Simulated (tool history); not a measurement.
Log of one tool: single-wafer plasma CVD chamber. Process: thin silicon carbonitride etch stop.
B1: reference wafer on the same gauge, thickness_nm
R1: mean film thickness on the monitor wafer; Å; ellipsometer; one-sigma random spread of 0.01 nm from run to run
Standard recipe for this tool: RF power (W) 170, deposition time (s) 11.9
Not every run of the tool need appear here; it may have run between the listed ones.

run 1 hour=0 | RF_power_(W)=170 deposition_time_(s)=11.9 | B1=6.352 | R1=68.83
run 2 hour=68.7 | RF_power_(W)=170 deposition_time_(s)=11.9 | B1=6.348 | R1=68.65
run 3 hour=128.2 | RF_power_(W)=170 deposition_time_(s)=11.9 | B1=6.353 | R1=68.79
run 4 hour=217.6 | RF_power_(W)=170 deposition_time_(s)=11.9 | B1=6.356 | R1=68.83
run 5 hour=284.7 | RF_power_(W)=170 deposition_time_(s)=11.9 | B1=6.348 | R1=68.59
run 6 hour=386.5 | RF_power_(W)=170 deposition_time_(s)=13.4 | B1=6.349 | R1=77.24
run 7 hour=461.3 | RF_power_(W)=170 deposition_time_(s)=13.4 | B1=6.349 | R1=77.25
run 8 hour=554.2 | RF_power_(W)=170 deposition_time_(s)=11.9 | B1=6.35 | R1=68.62
-- hour=670.6 RF generator calibrated
run 9 hour=735.7 | RF_power_(W)=170 deposition_time_(s)=11.9 | B1=6.35 | R1=69.21
run 10 hour=871.2 | RF_power_(W)=170 deposition_time_(s)=11.9 | B1=6.351 | R1=69.09
run 11 hour=964.2 | RF_power_(W)=145 deposition_time_(s)=11.9 | B1=6.348 | R1=66.41
run 12 hour=1032.1 | RF_power_(W)=170 deposition_time_(s)=11.9 | B1=6.351 | R1=68.95
run 13 hour=1080.5 | RF_power_(W)=170 deposition_time_(s)=11.9 | B1=6.35 | R1=69.31
run 14 hour=1131 | RF_power_(W)=185 deposition_time_(s)=13.4 | B1=6.347 | R1=79.46
run 15 hour=1207.5 | RF_power_(W)=170 deposition_time_(s)=11.9 | B1=6.346 | R1=69.14
run 16 hour=1271.3 | RF_power_(W)=155 deposition_time_(s)=11.3 | B1=6.347 | R1=64.37
-- hour=1305.3 thermocouple changed; heater temperature recalibrated
run 17 hour=1337.9 | RF_power_(W)=170 deposition_time_(s)=11.9 | B1=6.351 | R1=69.15
run 18 hour=1417.8 | RF_power_(W)=170 deposition_time_(s)=10.2 | B1=6.352 | R1=59.29
run 19 hour=1508.4 | RF_power_(W)=170 deposition_time_(s)=11.9 | B1=6.353 | R1=69.13
run 20 hour=1574 | RF_power_(W)=170 deposition_time_(s)=11.9 | B1=6.351 | R1=69.34
run 21 hour=1612.2 | RF_power_(W)=145 deposition_time_(s)=10.7 | B1=6.348 | R1=59.85
-- hour=1760.4 gauge calibrated
-- hour=1852.9 showerhead replaced
run 22 hour=1871.4 | RF_power_(W)=170 deposition_time_(s)=10.9 | B1=6.354 | R1=63.18
run 23 hour=1933.8 | RF_power_(W)=185 deposition_time_(s)=9.9 | B1=6.351 | R1=58.51
run 24 hour=2002.4 | RF_power_(W)=170 deposition_time_(s)=11.9 | B1=6.35 | R1=68.87
run 25 hour=2039.8 | RF_power_(W)=170 deposition_time_(s)=10.3 | B1=6.351 | R1=59.53
run 26 hour=2107.5 | RF_power_(W)=190 deposition_time_(s)=14.1 | B1=6.348 | R1=83.8
run 27 hour=2208.8 | RF_power_(W)=170 deposition_time_(s)=11.9 | B1=6.351 | R1=68.91
run 28 hour=2359.1 | RF_power_(W)=150 deposition_time_(s)=12.8 | B1=6.352 | R1=71.79
run 29 hour=2463.3 | RF_power_(W)=170 deposition_time_(s)=12.7 | B1=6.35 | R1=73.4
run 30 hour=2525.5 | RF_power_(W)=170 deposition_time_(s)=11.9 | B1=6.35 | R1=68.65
run 31 hour=2613.7 | RF_power_(W)=200 deposition_time_(s)=12.5 | B1=6.351 | R1=75.03
run 32 hour=2658.9 | RF_power_(W)=170 deposition_time_(s)=13.7 | B1=6.355 | R1=78.94
run 33 hour=2710.7 | RF_power_(W)=170 deposition_time_(s)=11.9 | B1=6.35 | R1=68.68
run 34 hour=2865 | RF_power_(W)=140 deposition_time_(s)=13 | B1=6.348 | R1=71.41

Below are 5 alternative next runs, each starting from the tool's condition after run 34. Predict each:
run A hour=2865.4 | RF_power_(W)=170 deposition_time_(s)=11.9 | B1=? | R1=?
run B hour=2865.4 | RF_power_(W)=150 deposition_time_(s)=11.2 | B1=? | R1=?
run C hour=2865.4 | RF_power_(W)=160 deposition_time_(s)=11.9 | B1=? | R1=?
run D hour=2865.4 | RF_power_(W)=135 deposition_time_(s)=13.4 | B1=? | R1=?
run E hour=2865.4 | RF_power_(W)=185 deposition_time_(s)=10 | B1=? | R1=?

run=A B1=6.348 R1=68.59
run=B B1=6.348 R1=62.62
run=C B1=6.348 R1=67.58
run=D B1=6.348 R1=73.06
run=E B1=6.348 R1=58.87
Without the tool's hidden state the same runs would have given:
run=A R1=69.41
run=B R1=63.36
run=C R1=68.38
run=D R1=73.92
run=E R1=59.56

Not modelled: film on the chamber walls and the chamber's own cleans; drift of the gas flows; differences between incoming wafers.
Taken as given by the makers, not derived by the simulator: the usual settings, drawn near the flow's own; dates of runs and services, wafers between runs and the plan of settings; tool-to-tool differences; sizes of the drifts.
